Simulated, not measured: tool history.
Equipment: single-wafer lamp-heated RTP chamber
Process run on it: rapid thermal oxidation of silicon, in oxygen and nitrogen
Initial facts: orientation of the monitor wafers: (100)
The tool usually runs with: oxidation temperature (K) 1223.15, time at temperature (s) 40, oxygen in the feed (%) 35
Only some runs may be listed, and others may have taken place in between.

| run | hour | oxidation temperature (K) | time at temperature (s) | oxygen in the feed (%) | read-back reference wafer on the same gauge, thickness | oxide thickness on the monitor wafer (nm) |
|---|---|---|---|---|---|---|
| 1 | 0 | 1242.15 | 40 | 35 | 2.85 | 3.107 |
| 2 | 53 | 1209.15 | 40 | 35 | 2.85 | 2.704 |
| 3 | 122.8 | 1223.15 | 40 | 35 | 2.85 | 2.857 |
| 4 | 223.1 | 1223.15 | 40 | 26 | 2.85 | 2.732 |
| 5 | 289.1 | 1223.15 | 40 | 26 | 2.85 | 2.726 |
| 6 | 335.2 | 1223.15 | 40 | 26 | 2.851 | 2.726 |
| 7 | 398.6 | 1223.15 | 29 | 35 | 2.85 | 2.651 |
| 8 | 435.4 | 1223.15 | 29 | 35 | 2.85 | 2.652 |
| 9 | 490.3 | 1223.15 | 40 | 35 | 2.85 | 2.859 |
| 10 | 583 | 1223.15 | 40 | 35 | 2.849 | 2.863 |
| 11 | 622.4 | 1223.15 | 40 | 35 | 2.85 | 2.867 |
| 12 | 678.6 | 1223.15 | 40 | 35 | 2.85 | 2.867 |
|  | 744.4 | pyrometer window cleaned and pyrometer calibrated |
| 13 | 744.9 | 1223.15 | 40 | 35 | 2.85 | 2.846 |
| 14 | 822.2 | 1223.15 | 40 | 35 | 2.85 | 2.851 |
|  | 852.3 | oxygen flow controller replaced |
| 15 | 922.8 | 1223.15 | 40 | 35 | 2.85 | 2.873 |
| 16 | 1007.6 | 1223.15 | 40 | 35 | 2.85 | 2.869 |
| 17 | 1060.4 | 1223.15 | 40 | 35 | 2.85 | 2.868 |
| 18 | 1097 | 1223.15 | 40 | 35 | 2.85 | 2.866 |
| 19 | 1164.5 | 1243.15 | 40 | 35 | 2.85 | 3.137 |
| 20 | 1257.2 | 1235.15 | 40 | 35 | 2.85 | 3.037 |
|  | 1313.7 | gauge calibrated |
| 21 | 1364.2 | 1209.15 | 40 | 35 | 2.85 | 2.722 |
| 22 | 1451.5 | 1223.15 | 21 | 17 | 2.85 | 2.326 |
| 23 | 1548.1 | 1213.15 | 33 | 35 | 2.85 | 2.646 |
| 24 | 1599.6 | 1210.15 | 40 | 48 | 2.85 | 2.893 |
| 25 | 1657.1 | 1239.15 | 53 | 23 | 2.851 | 3.086 |
| 26 | 1715.5 | 1223.15 | 21 | 43 | 2.849 | 2.56 |
|  | 1798.1 | pyrometer window cleaned and pyrometer calibrated |
| 27 | 1818.3 | 1223.15 | 53 | 35 | 2.85 | 3.086 |
| 28 | 1867.8 | 1223.15 | 40 | 35 | 2.851 | 2.862 |
| 29 | 1922.8 | 1223.15 | 40 | 35 | 2.85 | 2.859 |
| 30 | 1989.4 | 1233.15 | 46 | 50 | 2.849 | 3.376 |
| 31 | 2066.3 | 1223.15 | 40 | 35 | 2.851 | 2.874 |
| 32 | 2107.4 | 1251.15 | 40 | 44 | 2.85 | 3.461 |
| 33 | 2208.9 | 1223.15 | 40 | 35 | 2.851 | 2.869 |
| 34 | 2308.3 | 1210.15 | 55 | 35 | 2.85 | 2.959 |
| 35 | 2369.8 | 1223.15 | 40 | 35 | 2.85 | 2.864 |

Below are 5 alternative next runs, each starting from the tool's condition after run 35. Predict each:
| A | 2370.2 | 1223.15 | 45 | 35 | ? | ? |
| B | 2370.2 | 1223.15 | 40 | 57 | ? | ? |
| C | 2370.2 | 1237.15 | 54 | 26 | ? | ? |
| D | 2370.2 | 1209.15 | 54 | 35 | ? | ? |
| E | 2370.2 | 1213.15 | 40 | 17 | ? | ? |

| run | read-back reference wafer on the same gauge, thickness | oxide thickness on the monitor wafer (nm) |
|---|---|---|
| A | 2.85 | 2.962 |
| B | 2.85 | 3.165 |
| C | 2.85 | 3.135 |
| D | 2.85 | 2.931 |
| E | 2.85 | 2.527 |
Without the tool's unlogged condition, the same runs would have read:
| run | oxide thickness on the monitor wafer (nm) |
|---|---|
| A | 2.959 |
| B | 3.158 |
| C | 3.132 |
| D | 2.928 |
| E | 2.526 |
